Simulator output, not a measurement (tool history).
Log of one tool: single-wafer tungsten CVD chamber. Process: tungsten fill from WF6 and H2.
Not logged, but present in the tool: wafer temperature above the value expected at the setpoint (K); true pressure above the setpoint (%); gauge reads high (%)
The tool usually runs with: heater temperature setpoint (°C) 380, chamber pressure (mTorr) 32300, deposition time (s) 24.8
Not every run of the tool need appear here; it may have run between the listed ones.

run   hour  heater temperature setpoint (°C)  chamber pressure (mTorr)  deposition time (s)  wafers since the last listed run  hours since the last thermocouple change  hours since the last manometer calibration  hours since the showerhead was replaced  hours since the gauge calibration  read-back reference wafer on the same gauge, thickness_nm  mean film thickness on the monitor wafer (Å)
  1      0                               380                     32300                 24.8                                 0                                    1791.5                                      2535.4                                   5830.6                              314.7                                                     54.704                                        531.91
  2   14.9                               380                     32300                 24.8                               565                                    1806.4                                      2550.3                                   5845.5                              329.6                                                     54.802                                        533.29
  3   28.4                               380                     32300                 24.8                               512                                    1819.9                                      2563.8                                     5859                              343.1                                                      54.78                                        535.88
  4   36.1                               380                     32300                 24.8                               292                                    1827.6                                      2571.5                                   5866.7                              350.8                                                     54.625                                        528.41
  5     48                               380                     32300                 24.8                               451                                    1839.5                                      2583.4                                   5878.6                              362.7                                                     54.721                                        533.25
  6   65.9                               380                     32300                 24.8                               679                                    1857.4                                      2601.3                                   5896.5                              380.6                                                     54.797                                        534.54
  7  101.8                               380                     32300                 24.8                              1363                                    1893.3                                      2637.2                                   5932.4                              416.5                                                     54.782                                        533.65
     110.3  -- showerhead replaced
  8  115.5                               380                     32300                 22.7                               216                                      1907                                      2650.9                                      5.2                              430.2                                                     54.797                                        485.94
  9  128.2                               380                     32300                 22.7                               482                                    1919.7                                      2663.6                                     17.9                              442.9                                                     54.804                                        490.02
 10    136                               380                     32300                 22.7                               296                                    1927.5                                      2671.4                                     25.7                              450.7                                                     54.803                                        493.11
 11  154.5                               380                     32300                 24.8                               702                                      1946                                      2689.9                                     44.2                              469.2                                                     54.832                                        539.59
     162.7  -- gauge calibrated
 12  167.3                               380                     32300                 24.8                               486                                    1958.8                                      2702.7                                       57                                4.6                                                       54.9                                        538.74
 13  174.3                               386                     32300                 23.6                               265                                    1965.8                                      2709.7                                       64                               11.6                                                     54.795                                        579.65
 14  186.1                               386                     32300                 23.6                               448                                    1977.6                                      2721.5                                     75.8                               23.4                                                     54.714                                        588.42
 15  194.5                               386                     32300                 23.6                               318                                      1986                                      2729.9                                     84.2                               31.8                                                     54.671                                        585.87
 16  210.4                               374                     28700                 28.5                               603                                    2001.9                                      2745.8                                    100.1                               47.7                                                     54.771                                        514.48
     222.1  -- thermocouple changed; heater temperature recalibrated
 17  222.6                               369                     32300                 23.2                               159                                       0.5                                        2758                                    112.3                               59.9                                                     54.842                                        433.73
 18  237.4                               380                     30200                 19.8                               561                                      15.3                                      2772.8                                    127.1                               74.7                                                     54.869                                        466.04
 19  247.8                               380                     32300                 24.8                               394                                      25.7                                      2783.2                                    137.5                               85.1                                                     54.762                                        590.07
     262.4  -- capacitance manometer re-zeroed and calibrated
 20  262.9                               371                     25400                 26.8                               269                                      40.8                                         0.5                                    152.6                              100.2                                                     54.787                                        476.18
 21  265.4                               375                     35700                 27.2                                94                                      43.3                                           3                                    155.1                              102.7                                                     54.737                                        608.63
 22  279.6                               373                     28200                   21                               539                                      57.5                                        17.2                                    169.3                              116.9                                                      54.78                                        405.43
 23  289.3                               380                     32300                 24.8                               368                                      67.2                                        26.9                                      179                              126.6                                                     54.681                                        597.06
 24  295.7                               380                     32300                 24.8                               243                                      73.6                                        33.3                                    185.4                                133                                                     54.849                                        599.44
 25  305.2                               370                     36000                   29                               360                                      83.1                                        42.8                                    194.9                              142.5                                                     54.846                                        577.67
     331.2  -- thermocouple changed; heater temperature recalibrated, repeated, since the last time left the tool worse
 26  336.8                               389                     26000                 20.2                               896                                       5.6                                        74.4                                    226.5                              174.1                                                     54.772                                         460.6
 27  348.5                               389                     32300                 24.8                               444                                      17.3                                        86.1                                    238.2                              185.8                                                     54.732                                        615.74
 28  356.8                               376                     38900                 26.9                               315                                      25.6                                        94.4                                    246.5                              194.1                                                     54.802                                        535.47
 29  369.1                               375                     32300                 28.5                               467                                      37.9                                       106.7                                    258.8                              206.4                                                     54.681                                        514.52
 30  383.8                               380                     32300                 24.8                               558                                      52.6                                       121.4                                    273.5                              221.1                                                     54.907                                        501.82
 31  400.6                               380                     34900                 28.2                               637                                      69.4                                       138.2                                    290.3                              237.9                                                     54.739                                        593.74
 32  407.7                               376                     38900                 26.9                               269                                      76.5                                       145.3                                    297.4                                245                                                     54.827                                        535.52
 33  423.9                               390                     25600                 24.8                               615                                      92.7                                       161.5                                    313.6                              261.2                                                      54.78                                        570.31
 34  438.4                               380                     25900                 24.8                               550                                     107.2                                         176                                    328.1                              275.7                                                     54.837                                        462.37
 35  447.7                               367                     32300                 21.5                               353                                     116.5                                       185.3                                    337.4                                285                                                     54.765                                         315.6

Consider 3 possible next runs. They are alternatives, not a sequence: every one starts from the tool as it was left by run 35. What does each give?
  A  448.1                               380                     32300                 24.8                                15                                     116.9                                       185.7                                    337.8                              285.4                                                          ?                                             ?
  B  448.1                               369                     32300                 20.5                                15                                     116.9                                       185.7                                    337.8                              285.4                                                          ?                                             ?
  C  448.1                               388                     39900                 26.7                                15                                     116.9                                       185.7                                    337.8                              285.4                                                          ?                                             ?

run  read-back reference wafer on the same gauge, thickness_nm  mean film thickness on the monitor wafer (Å)
  A                                                     54.901                                        506.91
  B                                                     54.901                                        322.41
  C                                                     54.901                                        713.24
Without the tool's hidden state the same runs would have given:
run  mean film thickness on the monitor wafer (Å)
  A                                        504.32
  B                                        320.66
  C                                         709.7

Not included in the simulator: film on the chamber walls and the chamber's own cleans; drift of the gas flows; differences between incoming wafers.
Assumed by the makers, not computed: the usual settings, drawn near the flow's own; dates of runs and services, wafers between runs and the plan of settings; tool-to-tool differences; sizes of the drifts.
